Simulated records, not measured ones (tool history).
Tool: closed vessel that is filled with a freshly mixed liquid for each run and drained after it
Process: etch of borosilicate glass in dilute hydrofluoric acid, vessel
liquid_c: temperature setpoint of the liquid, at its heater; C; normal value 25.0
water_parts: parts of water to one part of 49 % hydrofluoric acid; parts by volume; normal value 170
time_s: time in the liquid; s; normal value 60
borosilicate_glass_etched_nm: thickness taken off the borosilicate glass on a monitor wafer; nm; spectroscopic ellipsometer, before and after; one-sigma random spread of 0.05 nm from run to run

run,hour,liquid_c,water_parts,time_s,wafers since the last listed run,hours since the thermometer was replaced,hours since the hydrofluoric acid flow meter was replaced,hours since the gauge calibration,"read-back film thickness of the borosilicate glass reference wafer, read on the same gauge (nm)",borosilicate_glass_etched_nm
1,0.0,25.0,170,60,0,1063.7,840.1,330.8,80.03,8.11
2,12.9,25.0,170,60,1643,1076.6,853.0,343.7,80.00,8.24
3,25.7,25.0,170,60,1630,1089.4,865.8,356.5,80.01,8.10
4,34.1,27.5,205,60,1069,1097.8,874.2,364.9,80.01,7.10
# hour 43.7: gauge calibrated
5,45.4,25.0,170,60,1439,1109.1,885.5,1.7,80.02,8.24
6,59.2,25.0,170,60,1757,1122.9,899.3,15.5,79.97,8.24
# hour 65.9: hydrofluoric acid flow meter replaced
7,66.4,25.0,170,80,789,1130.1,0.5,22.7,79.99,9.59
8,72.2,25.0,170,80,738,1135.9,6.3,28.5,79.99,9.62
9,82.5,25.0,170,60,1311,1146.2,16.6,38.8,80.00,7.22
10,89.8,26.0,150,60,929,1153.5,23.9,46.1,79.99,8.64
11,101.0,25.0,170,60,1426,1164.7,35.1,57.3,79.96,7.25
12,115.8,25.0,170,60,1884,1179.5,49.9,72.1,80.01,7.16
13,132.2,25.0,95,60,2088,1195.9,66.3,88.5,79.99,14.22
14,142.3,25.0,170,45,1286,1206.0,76.4,98.6,80.03,5.43
15,158.1,27.5,105,35,2012,1221.8,92.2,114.4,80.02,8.05
16,171.4,25.0,225,30,1693,1235.1,105.5,127.7,79.97,2.58
17,186.4,21.5,210,70,1910,1250.1,120.5,142.7,80.01,5.88
18,204.1,25.0,170,60,2254,1267.8,138.2,160.4,80.02,7.41
19,212.7,28.5,125,35,1095,1276.4,146.8,169.0,79.99,6.95
20,229.2,25.0,170,60,2101,1292.9,163.3,185.5,80.00,7.29
21,246.8,20.5,215,30,2241,1310.5,180.9,203.1,80.01,2.34
# hour 258.5: thermometer replaced
22,263.2,23.5,95,60,1961,4.7,197.3,219.5,80.01,13.55
23,270.0,29.0,170,80,866,11.5,204.1,226.3,79.98,11.37
24,277.1,25.0,240,40,904,18.6,211.2,233.4,79.99,3.21
25,290.8,25.0,170,40,1744,32.3,224.9,247.1,79.99,4.90
26,297.7,30.0,225,60,878,39.2,231.8,254.0,80.02,6.19
27,307.3,28.0,195,40,1222,48.8,241.4,263.6,80.01,4.69
28,316.2,26.5,95,40,1133,57.7,250.3,272.5,80.01,10.26
29,333.5,25.0,170,60,2203,75.0,267.6,289.8,80.00,7.45
30,340.3,29.5,170,60,866,81.8,274.4,296.6,80.00,8.75
31,356.2,25.0,195,80,2025,97.7,290.3,312.5,80.00,8.46
32,364.1,21.0,190,60,1006,105.6,298.2,320.4,80.02,5.62

Describe how what the log doesn't record of the tool's condition differs between the last listed run preceding each entry between runs and the first listed run following it.
Logged between run 4 and run 5: gauge calibrated (hour 43.7)
  hydrofluoric acid flow above the setpoint (%): 11.5 -> 11.7
  what was measured, less what the result would be without the hidden state, borosilicate_glass_etched_nm: +0.89 -> +1.01 nm
Logged between run 6 and run 7: hydrofluoric acid flow meter replaced (hour 65.9)
  hydrofluoric acid flow above the setpoint (%): 11.8 -> 0.135
  what was measured, less what the result would be without the hidden state, borosilicate_glass_etched_nm: +1.02 -> +0.02 nm
Logged between run 21 and run 22: thermometer replaced (hour 258.5)
  hydrofluoric acid flow above the setpoint (%): 2.2 -> 2.39
  what was measured, less what the result would be without the hidden state, borosilicate_glass_etched_nm: +0.06 -> +0.35 nm
